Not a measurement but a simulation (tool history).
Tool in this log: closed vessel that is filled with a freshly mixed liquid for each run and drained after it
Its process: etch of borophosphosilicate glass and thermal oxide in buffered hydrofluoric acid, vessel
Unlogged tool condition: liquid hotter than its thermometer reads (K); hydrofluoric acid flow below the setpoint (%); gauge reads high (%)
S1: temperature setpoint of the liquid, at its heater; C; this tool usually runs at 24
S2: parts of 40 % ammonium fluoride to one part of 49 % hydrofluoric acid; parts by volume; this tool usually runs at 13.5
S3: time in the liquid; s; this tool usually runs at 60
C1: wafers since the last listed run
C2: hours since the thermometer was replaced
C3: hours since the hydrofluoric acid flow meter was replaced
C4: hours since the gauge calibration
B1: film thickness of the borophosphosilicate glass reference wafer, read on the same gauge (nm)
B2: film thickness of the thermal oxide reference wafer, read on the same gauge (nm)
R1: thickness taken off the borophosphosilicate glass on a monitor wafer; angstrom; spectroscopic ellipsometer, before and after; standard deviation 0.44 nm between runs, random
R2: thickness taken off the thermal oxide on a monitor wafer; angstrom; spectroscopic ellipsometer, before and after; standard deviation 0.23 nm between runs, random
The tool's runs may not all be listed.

| run | hour | S1 | S2 | S3 | C1 | C2 | C3 | C4 | B1 | B2 | R1 | R2 |
|---|---|---|---|---|---|---|---|---|---|---|---|---|
| 1 | 0 | 22.5 | 13.5 | 45 | 0 | 2468 | 135.7 | 1152.9 | 40.01 | 119.99 | 691.1 | 362.7 |
| 2 | 19.9 | 20.5 | 18 | 50 | 2612 | 2487.9 | 155.6 | 1172.8 | 40 | 120.01 | 522.2 | 272.4 |
| 3 | 58.5 | 24 | 13.5 | 60 | 5066 | 2526.5 | 194.2 | 1211.4 | 40.01 | 120.01 | 1005.2 | 531.9 |
| 4 | 74.4 | 24 | 18 | 60 | 2087 | 2542.4 | 210.1 | 1227.3 | 40.01 | 120 | 761.9 | 400 |
| 5 | 105.7 | 29 | 16 | 60 | 4108 | 2573.7 | 241.4 | 1258.6 | 39.98 | 119.99 | 1101.3 | 586.3 |
| 6 | 120.1 | 24 | 13.5 | 60 | 1890 | 2588.1 | 255.8 | 1273 | 40.05 | 119.99 | 998.2 | 529.7 |
| 7 | 151.5 | 22 | 8 | 50 | 4121 | 2619.5 | 287.2 | 1304.4 | 39.98 | 120 | 1237.7 | 646.3 |
|  | 165.9 | thermometer replaced |
| 8 | 179.3 | 22 | 13.5 | 60 | 3517 | 13.4 | 315 | 1332.2 | 40.02 | 119.99 | 808 | 427.1 |
| 9 | 205.9 | 24 | 13.5 | 60 | 3491 | 40 | 341.6 | 1358.8 | 40 | 120.01 | 889.8 | 475.8 |
| 10 | 233.4 | 24 | 13.5 | 85 | 3609 | 67.5 | 369.1 | 1386.3 | 40.02 | 120 | 1278.6 | 663.8 |
| 11 | 262 | 28 | 8.5 | 30 | 3754 | 96.1 | 397.7 | 1414.9 | 39.99 | 119.98 | 848.6 | 445.1 |
| 12 | 291 | 28 | 12 | 60 | 3806 | 125.1 | 426.7 | 1443.9 | 40.02 | 120.01 | 1241.4 | 659.6 |
| 13 | 305.4 | 24 | 13.5 | 60 | 1890 | 139.5 | 441.1 | 1458.3 | 40.02 | 120 | 902.9 | 471.3 |
|  | 319.3 | gauge calibrated |
| 14 | 322.4 | 26.5 | 17 | 60 | 2231 | 156.5 | 458.1 | 3.1 | 39.99 | 119.98 | 809 | 435.5 |
| 15 | 418.5 | 26.5 | 15.5 | 60 | 12614 | 252.6 | 554.2 | 99.2 | 40.02 | 120 | 898.4 | 473.4 |
| 16 | 443.7 | 25.5 | 19 | 60 | 3307 | 277.8 | 579.4 | 124.4 | 39.99 | 120 | 692.8 | 366.6 |
| 17 | 463 | 20 | 9.5 | 60 | 2533 | 297.1 | 598.7 | 143.7 | 39.99 | 120 | 1015.1 | 531.3 |
| 18 | 487.6 | 24 | 13.5 | 60 | 3229 | 321.7 | 623.3 | 168.3 | 40.03 | 120 | 897.7 | 474.6 |
| 19 | 522.3 | 24 | 13.5 | 90 | 4554 | 356.4 | 658 | 203 | 39.98 | 119.99 | 1345.7 | 708 |
| 20 | 554 | 24 | 10 | 80 | 4161 | 388.1 | 689.7 | 234.7 | 40.01 | 120.01 | 1617.1 | 844.8 |
| 21 | 611.3 | 24 | 13.5 | 60 | 7521 | 445.4 | 747 | 292 | 40.05 | 120.02 | 900.6 | 472.6 |
| 22 | 645.2 | 19 | 19 | 60 | 4449 | 479.3 | 780.9 | 325.9 | 40.02 | 120.01 | 492.3 | 258.1 |
| 23 | 658.2 | 24 | 10 | 85 | 1706 | 492.3 | 793.9 | 338.9 | 39.98 | 120 | 1713.4 | 899.9 |
| 24 | 683.1 | 24 | 13.5 | 60 | 3268 | 517.2 | 818.8 | 363.8 | 39.98 | 119.99 | 897.5 | 473.3 |
| 25 | 709.1 | 24 | 12 | 60 | 3412 | 543.2 | 844.8 | 389.8 | 40.01 | 119.99 | 1005.1 | 529.2 |
| 26 | 721.3 | 24 | 13.5 | 60 | 1601 | 555.4 | 857 | 402 | 39.98 | 120 | 897.6 | 473.4 |

What if the next run were any one of these 3? Each begins from the tool's condition after run 26:
| A | 722 | 24 | 13.5 | 60 | 91 | 556.1 | 857.7 | 402.7 | ? | ? | ? | ? |
| B | 722 | 21 | 9 | 40 | 91 | 556.1 | 857.7 | 402.7 | ? | ? | ? | ? |
| C | 722 | 20.5 | 16.5 | 50 | 91 | 556.1 | 857.7 | 402.7 | ? | ? | ? | ? |

| run | B1 | B2 | R1 | R2 |
|---|---|---|---|---|
| A | 39.98 | 120.01 | 896.4 | 478.4 |
| B | 39.98 | 120.01 | 740.5 | 393.3 |
| C | 39.98 | 120.01 | 506.3 | 269.8 |
What these runs would have given with no unlogged condition in the tool:
| run | R1 | R2 |
|---|---|---|
| A | 912.1 | 486.5 |
| B | 742 | 393.8 |
| C | 514.9 | 274.3 |
